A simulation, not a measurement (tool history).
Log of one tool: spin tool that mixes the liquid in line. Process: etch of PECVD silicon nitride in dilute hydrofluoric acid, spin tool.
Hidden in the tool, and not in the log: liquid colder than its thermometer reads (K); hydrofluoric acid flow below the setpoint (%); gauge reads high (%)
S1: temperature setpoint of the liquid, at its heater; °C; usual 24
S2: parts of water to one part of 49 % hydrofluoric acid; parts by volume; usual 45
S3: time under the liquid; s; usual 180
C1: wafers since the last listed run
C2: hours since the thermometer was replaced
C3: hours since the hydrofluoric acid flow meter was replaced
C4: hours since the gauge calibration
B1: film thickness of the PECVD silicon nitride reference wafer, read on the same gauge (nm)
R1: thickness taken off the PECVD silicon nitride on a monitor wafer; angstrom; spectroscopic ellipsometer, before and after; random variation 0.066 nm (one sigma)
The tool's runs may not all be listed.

run,day,S1,S2,S3,C1,C2,C3,C4,B1,R1
1,0,24,40,180,0,1541.5,1447.6,192.2,120,103.4
2,0.496,24,40,180,73,1553.4,1459.5,204.1,119.99,103.2
3,1.096,24,50,180,88,1567.8,1473.9,218.5,119.99,83.5
4,1.546,24,50,180,66,1578.6,1484.7,229.3,120.01,81.8
5,1.983,24,50,180,64,1589.1,1495.2,239.8,119.99,83.3
6,2.558,24,60,180,84,1602.9,1509,253.6,120.03,69.3
7,4.425,24,60,180,275,1647.7,1553.8,298.4,120.01,68.2
8,4.971,24,60,180,80,1660.8,1566.9,311.5,119.96,69.1
9,5.417,24,45,125,65,1671.5,1577.6,322.2,119.95,62.6
# day 5.738: thermometer replaced
10,6,24,45,125,79,6.3,1591.6,336.2,119.96,73.2
11,6.675,24,45,125,99,22.5,1607.8,352.4,120.02,73.2
12,7.129,24,55,180,67,33.4,1618.7,363.3,120.02,86.1
# day 7.325: gauge calibrated
13,7.825,24,60,180,102,50.1,1635.4,12,120.05,79.6
14,8.083,24,40,180,38,56.3,1641.6,18.2,120.01,117.9
15,8.338,22,45,85,37,62.4,1647.7,24.3,120,43.7
16,8.717,26.5,45,135,55,71.5,1656.8,33.4,120.03,94.3
17,9.354,20,45,180,94,86.8,1672.1,48.7,120.06,79.1
# day 10.258: hydrofluoric acid flow meter replaced
18,10.5,20.5,45,120,162,114.3,5.8,76.2,120.05,55.1
19,10.867,24,45,265,54,123.1,14.6,85,119.96,152.6
20,11.5,28,45,180,93,138.3,29.8,100.2,119.98,135.7
21,12.025,21,55,140,77,150.9,42.4,112.8,119.95,53.5
22,12.533,26,35,235,74,163.1,54.6,125,119.97,199.7
23,12.792,24,45,180,38,169.3,60.8,131.2,120.01,104
24,13.05,24,45,180,38,175.5,67,137.4,120.02,104.5
25,13.754,24,45,180,103,192.4,83.9,154.3,119.98,103.9

Forecast each of these 5 alternatives for the next run:
A,13.775,24,45,180,3,192.9,84.4,154.8,?,?
B,13.775,20.5,30,225,3,192.9,84.4,154.8,?,?
C,13.775,20,35,140,3,192.9,84.4,154.8,?,?
D,13.775,22.5,40,180,3,192.9,84.4,154.8,?,?
E,13.775,24,35,180,3,192.9,84.4,154.8,?,?

run,B1,R1
A,120.02,102.8
B,120.02,149.6
C,120.02,77.5
D,120.02,104.1
E,120.02,131.3
Without the tool's hidden state the same runs would have given:
run,R1
A,106.1
B,154.5
C,80
D,107.4
E,135.5
